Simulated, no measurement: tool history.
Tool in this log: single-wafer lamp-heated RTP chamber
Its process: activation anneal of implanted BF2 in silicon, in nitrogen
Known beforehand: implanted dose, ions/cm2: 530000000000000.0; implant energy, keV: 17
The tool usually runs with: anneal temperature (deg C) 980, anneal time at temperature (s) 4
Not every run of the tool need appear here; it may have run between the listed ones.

| run | hour | anneal temperature (deg C) | anneal time at temperature (s) | wafers since the last listed run | wafers since the last pyrometer calibration | wafers since the reflector plate was cleaned | hours since the gauge calibration | read-back reference wafer on the same gauge, sheet resistance | sheet resistance of the implanted and annealed layer (ohm/square) |
|---|---|---|---|---|---|---|---|---|---|
| 1 | 0 | 980 | 3 | 0 | 755 | 4348 | 23.1 | 302.9 | 290.24 |
| 2 | 19.2 | 980 | 3 | 351 | 1106 | 4699 | 42.3 | 303.01 | 289.38 |
| 3 | 46.5 | 980 | 4 | 499 | 1605 | 5199 | 69.6 | 303.01 | 284.46 |
| 4 | 67.6 | 980 | 4 | 385 | 1991 | 5585 | 90.7 | 302.89 | 284.74 |
| 5 | 83.6 | 980 | 4 | 292 | 2284 | 5877 | 106.7 | 302.85 | 284.08 |
|  | 112 | pyrometer window cleaned and pyrometer calibrated |
| 6 | 118.1 | 980 | 4 | 484 | 112 | 6362 | 141.2 | 303.11 | 279.32 |
| 7 | 143.2 | 980 | 5 | 459 | 571 | 6821 | 166.3 | 303.26 | 272.1 |
| 8 | 175.7 | 980 | 4 | 594 | 1165 | 7416 | 198.8 | 302.92 | 274.09 |
|  | 200.2 | pyrometer window cleaned and pyrometer calibrated, repeated, since the last time left the tool worse |
| 9 | 200.7 | 980 | 4 | 310 | 9 | 7726 | 223.8 | 302.98 | 291.84 |
| 10 | 217.2 | 966 | 3 | 301 | 310 | 8028 | 240.3 | 303.29 | 311.95 |
|  | 237.7 | reflector plate cleaned |
| 11 | 238.2 | 980 | 4 | 237 | 548 | 8 | 261.3 | 302.99 | 287.74 |
| 12 | 247.9 | 1001 | 3 | 177 | 725 | 186 | 271 | 303.13 | 268.53 |
| 13 | 274.3 | 1008 | 3 | 482 | 1208 | 669 | 297.4 | 303 | 263.42 |
|  | 284.5 | gauge calibrated |
| 14 | 292.3 | 980 | 4 | 329 | 1538 | 998 | 7.8 | 303.04 | 284.85 |
| 15 | 309 | 957 | 5 | 305 | 1843 | 1303 | 24.5 | 302.99 | 316.16 |
| 16 | 338.6 | 1002 | 4 | 541 | 2384 | 1845 | 54.1 | 303.15 | 262.06 |
|  | 351.8 | pyrometer window cleaned and pyrometer calibrated |
| 17 | 369.7 | 980 | 4 | 422 | 326 | 2267 | 85.2 | 303 | 288.8 |
| 18 | 397.9 | 1007 | 3 | 515 | 842 | 2783 | 113.4 | 302.95 | 262.94 |

Here are 5 independent what-if runs from the current tool condition. What would each one return?
| A | 398.3 | 980 | 4 | 7 | 849 | 2790 | 113.8 | ? | ? |
| B | 398.3 | 995 | 5 | 7 | 849 | 2790 | 113.8 | ? | ? |
| C | 398.3 | 996 | 3 | 7 | 849 | 2790 | 113.8 | ? | ? |
| D | 398.3 | 970 | 4 | 7 | 849 | 2790 | 113.8 | ? | ? |
| E | 398.3 | 953 | 5 | 7 | 849 | 2790 | 113.8 | ? | ? |

| run | read-back reference wafer on the same gauge, sheet resistance | sheet resistance of the implanted and annealed layer (ohm/square) |
|---|---|---|
| A | 303.14 | 284.55 |
| B | 303.14 | 265.7 |
| C | 303.14 | 271.52 |
| D | 303.14 | 297.44 |
| E | 303.14 | 321.77 |
Stripped of hidden state, with their random variation kept, the same runs would have yielded:
| run | sheet resistance of the implanted and annealed layer (ohm/square) |
|---|---|
| A | 290.87 |
| B | 270.43 |
| C | 276.31 |
| D | 304.74 |
| E | 330.78 |
